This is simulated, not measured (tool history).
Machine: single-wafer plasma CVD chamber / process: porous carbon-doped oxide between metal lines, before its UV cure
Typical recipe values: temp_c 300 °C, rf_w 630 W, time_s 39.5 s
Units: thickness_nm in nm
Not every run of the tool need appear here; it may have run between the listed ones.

run	hour	temp_c	rf_w	time_s	wafers since the last listed run	hours since the last thermocouple change	hours since the last RF generator calibration	hours since the showerhead was replaced	hours since the gauge calibration	read-back reference wafer on the same gauge, thickness_nm	thickness_nm
1	0.0	300	630	39.5	0	1119.8	367.1	4248.8	705.6	253.784	247.724
2	16.8	300	630	39.5	568	1136.6	383.9	4265.6	722.4	253.156	249.162
3	102.2	300	630	39.5	2892	1222.0	469.3	4351.0	807.8	254.300	249.916
4	185.2	300	630	39.5	2810	1305.0	552.3	4434.0	890.8	254.930	249.868
5	213.5	300	630	39.5	958	1333.3	580.6	4462.3	919.1	254.420	248.081
6	229.8	300	630	39.5	552	1349.6	596.9	4478.6	935.4	255.187	251.635
# hour 244.4: gauge calibrated
# hour 247.4: thermocouple changed; heater temperature recalibrated
7	264.5	300	630	39.5	904	17.1	631.6	4513.3	20.1	250.124	244.430
# hour 357.9: showerhead replaced
8	368.0	300	630	39.5	3234	120.6	735.1	10.1	123.6	250.533	245.490
9	384.5	300	630	39.5	558	137.1	751.6	26.6	140.1	251.244	246.154
10	402.3	300	630	39.5	602	154.9	769.4	44.4	157.9	251.550	242.407
11	422.6	300	630	39.5	687	175.2	789.7	64.7	178.2	251.623	245.340
12	449.9	309	715	44.7	924	202.5	817.0	92.0	205.5	251.616	295.526
13	470.3	300	630	39.5	690	222.9	837.4	112.4	225.9	251.654	244.176
14	492.5	307	725	36.1	751	245.1	859.6	134.6	248.1	251.954	242.227
# hour 523.4: RF generator calibrated
15	528.2	300	630	39.5	938	280.8	4.8	170.3	283.8	252.226	246.236
16	561.4	295	555	34.3	1124	314.0	38.0	203.5	317.0	252.301	199.066
17	663.0	300	630	39.5	3440	415.6	139.6	305.1	418.6	253.052	247.244
18	697.2	288	630	39.5	1158	449.8	173.8	339.3	452.8	253.681	267.633
19	711.2	300	630	39.5	474	463.8	187.8	353.3	466.8	253.726	249.663
20	725.9	292	630	39.5	497	478.5	202.5	368.0	481.5	253.114	259.221
21	750.8	300	630	32.3	843	503.4	227.4	392.9	506.4	252.813	203.532
22	770.0	305	505	39.5	650	522.6	246.6	412.1	525.6	253.918	197.925
23	792.9	300	565	39.5	775	545.5	269.5	435.0	548.5	254.159	225.633

Each row is a separate what-if for the run after 23, all from the same tool condition, not one after another. Results?
A	793.3	307	630	39.5	13	545.9	269.9	435.4	548.9	?	?
B	793.3	300	680	46.4	13	545.9	269.9	435.4	548.9	?	?
C	793.3	291	510	43.8	13	545.9	269.9	435.4	548.9	?	?
D	793.3	292	705	44.9	13	545.9	269.9	435.4	548.9	?	?

run	read-back reference wafer on the same gauge, thickness_nm	thickness_nm
A	253.442	239.249
B	253.442	309.795
C	253.442	239.388
D	253.442	323.230
With no hidden state in the tool, these same runs would have given:
run	thickness_nm
A	234.698
B	303.902
C	234.834
D	317.082
